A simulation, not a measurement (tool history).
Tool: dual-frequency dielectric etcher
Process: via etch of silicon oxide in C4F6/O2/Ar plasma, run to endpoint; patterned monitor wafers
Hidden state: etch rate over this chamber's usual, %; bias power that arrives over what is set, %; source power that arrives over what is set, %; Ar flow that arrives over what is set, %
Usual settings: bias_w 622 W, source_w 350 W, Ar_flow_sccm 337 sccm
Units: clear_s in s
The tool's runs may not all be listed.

run,hour,bias_w,source_w,Ar_flow_sccm,wafers since the last listed run,hours since the last wet clean,hours since the last bias power generator calibration,hours since the last source power generator calibration,hours since the last Ar flow controller change,hours since the last upper electrode change,"incoming incoming film thickness, nm",clear_s
1,0,622,300,337,0,434.6,4056.2,1956.2,5577.5,3015.4,129.6,29
2,7.4,622,350,337,95,442,4063.6,1963.6,5584.9,3022.8,128.2,27.2
3,15.7,622,350,337,106,450.3,4071.9,1971.9,5593.2,3031.1,130.9,27.9
4,39.3,622,350,337,303,473.9,4095.5,1995.5,5616.8,3054.7,129,27.4
5,46.3,622,350,337,90,480.9,4102.5,2002.5,5623.8,3061.7,127.1,27
6,57.4,622,350,337,142,492,4113.6,2013.6,5634.9,3072.8,127.9,27.3
7,69.7,622,380,290,158,504.3,4125.9,2025.9,5647.2,3085.1,128.9,26.5
8,77,622,380,290,93,511.6,4133.2,2033.2,5654.5,3092.4,128.8,26.4
# hour 103.8: wet clean of the chamber
# hour 110.5: upper electrode replaced
9,111,622,380,290,41,7.2,4167.2,2067.2,5688.5,0.5,128.2,25.8
10,111.3,622,350,337,3,7.5,4167.5,2067.5,5688.8,0.8,128.7,26.9
11,111.7,622,350,337,5,7.9,4167.9,2067.9,5689.2,1.2,128.2,26.7
12,118.7,622,350,337,90,14.9,4174.9,2074.9,5696.2,8.2,128.2,26.7
13,136.6,622,350,337,230,32.8,4192.8,2092.8,5714.1,26.1,128.3,26.6
14,142.9,622,350,265,81,39.1,4199.1,2099.1,5720.4,32.4,128.7,26.4
15,152,622,400,280,117,48.2,4208.2,2108.2,5729.5,41.5,127.8,25.2
16,164.2,490,260,337,156,60.4,4220.4,2120.4,5741.7,53.7,130.2,32.5
# hour 175.6: Ar flow controller replaced
# hour 179.2: source power generator calibrated
17,179.8,622,300,337,77,76,4236,0.6,4.2,69.3,129.1,28.3
18,187.6,622,270,261,100,83.8,4243.8,8.4,12,77.1,128.4,28.7
19,204.9,622,350,337,222,101.1,4261.1,25.7,29.3,94.4,128.3,26.9
20,221.3,622,350,337,211,117.5,4277.5,42.1,45.7,110.8,129.2,27
21,233.4,622,350,337,155,129.6,4289.6,54.2,57.8,122.9,129,27.1
22,240.6,558,300,289,92,136.8,4296.8,61.4,65,130.1,129.1,29.4
23,253.3,622,270,261,163,149.5,4309.5,74.1,77.7,142.8,127.6,28.4
# hour 257.9: bias power generator calibrated
24,269.7,746,270,337,159,165.9,11.8,90.5,94.1,159.2,128.2,27.4
25,287.2,764,430,368,225,183.4,29.3,108,111.6,176.7,127.2,23.3
26,301.4,676,320,316,182,197.6,43.5,122.2,125.8,190.9,129.7,27.2
27,314.6,622,350,337,169,210.8,56.7,135.4,139,204.1,128.7,27
28,330.3,622,440,337,201,226.5,72.4,151.1,154.7,219.8,128.3,25.1
29,344.5,622,280,259,182,240.7,86.6,165.3,168.9,234,130,28.8

4 ways to go on from here, each from the tool as it stands after run 29. What would each give?
A,344.9,622,350,337,5,241.1,87,165.7,169.3,234.4,129.5,?
B,344.9,481,390,337,5,241.1,87,165.7,169.3,234.4,129.5,?
C,344.9,761,350,337,5,241.1,87,165.7,169.3,234.4,129.5,?
D,344.9,538,350,364,5,241.1,87,165.7,169.3,234.4,129.5,?

run,clear_s
A,27.4
B,28.9
C,25.4
D,29
Without the tool's hidden state the same runs would have given:
run,clear_s
A,27.1
B,28.6
C,25.2
D,28.7
